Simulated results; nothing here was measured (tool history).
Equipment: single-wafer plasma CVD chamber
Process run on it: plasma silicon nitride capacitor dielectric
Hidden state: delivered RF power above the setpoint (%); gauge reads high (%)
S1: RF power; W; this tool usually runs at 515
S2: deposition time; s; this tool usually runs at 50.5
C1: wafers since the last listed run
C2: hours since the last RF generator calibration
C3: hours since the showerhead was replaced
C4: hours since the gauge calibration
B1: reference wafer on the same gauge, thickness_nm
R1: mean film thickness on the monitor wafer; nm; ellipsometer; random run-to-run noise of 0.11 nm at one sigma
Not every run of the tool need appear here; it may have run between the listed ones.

{"run": 1, "hour": 0.0, "S1": 575, "S2": 56.5, "C1": 0, "C2": 1599.8, "C3": 5806.6, "C4": 186.5, "B1": 86.339, "R1": 83.487}
{"run": 2, "hour": 12.1, "S1": 575, "S2": 56.5, "C1": 306, "C2": 1611.9, "C3": 5818.7, "C4": 198.6, "B1": 86.317, "R1": 83.552}
{"run": 3, "hour": 19.2, "S1": 515, "S2": 50.5, "C1": 180, "C2": 1619.0, "C3": 5825.8, "C4": 205.7, "B1": 86.325, "R1": 71.645}
{"run": 4, "hour": 31.5, "S1": 515, "S2": 50.5, "C1": 312, "C2": 1631.3, "C3": 5838.1, "C4": 218.0, "B1": 86.283, "R1": 71.716}
{"run": 5, "hour": 46.6, "S1": 490, "S2": 42.5, "C1": 383, "C2": 1646.4, "C3": 5853.2, "C4": 233.1, "B1": 86.239, "R1": 59.045}
{"run": 6, "hour": 62.2, "S1": 515, "S2": 57.5, "C1": 395, "C2": 1662.0, "C3": 5868.8, "C4": 248.7, "B1": 86.258, "R1": 81.511}
{"run": 7, "hour": 79.6, "S1": 515, "S2": 55.4, "C1": 441, "C2": 1679.4, "C3": 5886.2, "C4": 266.1, "B1": 86.338, "R1": 78.491}
{"hour": 108.0, "done": "RF generator calibrated"}
{"run": 8, "hour": 108.5, "S1": 515, "S2": 55.4, "C1": 530, "C2": 0.5, "C3": 5915.1, "C4": 295.0, "B1": 86.325, "R1": 81.264}
{"run": 9, "hour": 120.0, "S1": 515, "S2": 50.5, "C1": 291, "C2": 12.0, "C3": 5926.6, "C4": 306.5, "B1": 86.298, "R1": 74.189}
{"run": 10, "hour": 137.4, "S1": 515, "S2": 50.5, "C1": 441, "C2": 29.4, "C3": 5944.0, "C4": 323.9, "B1": 86.309, "R1": 74.122}
{"run": 11, "hour": 144.8, "S1": 515, "S2": 50.5, "C1": 187, "C2": 36.8, "C3": 5951.4, "C4": 331.3, "B1": 86.316, "R1": 74.072}
{"hour": 170.2, "done": "showerhead replaced"}
{"run": 12, "hour": 170.7, "S1": 515, "S2": 50.5, "C1": 454, "C2": 62.7, "C3": 0.5, "C4": 357.2, "B1": 86.273, "R1": 73.947}
{"run": 13, "hour": 188.9, "S1": 485, "S2": 60.0, "C1": 461, "C2": 80.9, "C3": 18.7, "C4": 375.4, "B1": 86.276, "R1": 86.015}
{"run": 14, "hour": 196.7, "S1": 515, "S2": 45.7, "C1": 197, "C2": 88.7, "C3": 26.5, "C4": 383.2, "B1": 86.291, "R1": 66.75}
{"run": 15, "hour": 204.8, "S1": 575, "S2": 50.5, "C1": 205, "C2": 96.8, "C3": 34.6, "C4": 391.3, "B1": 86.298, "R1": 76.941}
{"hour": 214.5, "done": "gauge calibrated"}
{"run": 16, "hour": 256.1, "S1": 490, "S2": 42.5, "C1": 1301, "C2": 148.1, "C3": 85.9, "C4": 41.6, "B1": 86.307, "R1": 60.917}
{"run": 17, "hour": 267.8, "S1": 470, "S2": 46.5, "C1": 296, "C2": 159.8, "C3": 97.6, "C4": 53.3, "B1": 86.293, "R1": 65.425}
{"run": 18, "hour": 277.4, "S1": 515, "S2": 57.5, "C1": 243, "C2": 169.4, "C3": 107.2, "C4": 62.9, "B1": 86.306, "R1": 83.802}
{"run": 19, "hour": 289.5, "S1": 445, "S2": 59.7, "C1": 306, "C2": 181.5, "C3": 119.3, "C4": 75.0, "B1": 86.32, "R1": 82.332}
{"run": 20, "hour": 296.8, "S1": 590, "S2": 50.5, "C1": 185, "C2": 188.8, "C3": 126.6, "C4": 82.3, "B1": 86.302, "R1": 77.348}
{"run": 21, "hour": 311.2, "S1": 515, "S2": 50.5, "C1": 365, "C2": 203.2, "C3": 141.0, "C4": 96.7, "B1": 86.287, "R1": 73.663}
{"run": 22, "hour": 323.3, "S1": 515, "S2": 50.5, "C1": 306, "C2": 215.3, "C3": 153.1, "C4": 108.8, "B1": 86.301, "R1": 73.56}
{"run": 23, "hour": 331.7, "S1": 560, "S2": 44.9, "C1": 213, "C2": 223.7, "C3": 161.5, "C4": 117.2, "B1": 86.296, "R1": 67.371}
{"run": 24, "hour": 345.4, "S1": 610, "S2": 42.4, "C1": 347, "C2": 237.4, "C3": 175.2, "C4": 130.9, "B1": 86.284, "R1": 65.548}

Here are 4 independent what-if runs from the current tool condition. What would each one return?
{"run": "A", "hour": 345.8, "S1": 515, "S2": 50.5, "C1": 10, "C2": 237.8, "C3": 175.6, "C4": 131.3, "B1": "?", "R1": "?"}
{"run": "B", "hour": 345.8, "S1": 450, "S2": 47.0, "C1": 10, "C2": 237.8, "C3": 175.6, "C4": 131.3, "B1": "?", "R1": "?"}
{"run": "C", "hour": 345.8, "S1": 540, "S2": 54.4, "C1": 10, "C2": 237.8, "C3": 175.6, "C4": 131.3, "B1": "?", "R1": "?"}
{"run": "D", "hour": 345.8, "S1": 605, "S2": 46.4, "C1": 10, "C2": 237.8, "C3": 175.6, "C4": 131.3, "B1": "?", "R1": "?"}

run=A B1=86.324 R1=73.485
run=B B1=86.324 R1=65.032
run=C B1=86.324 R1=80.544
run=D B1=86.324 R1=71.564
Had the tool no hidden state, the same runs would have come out as:
run=A R1=74.258
run=B R1=65.716
run=C R1=81.391
run=D R1=72.317
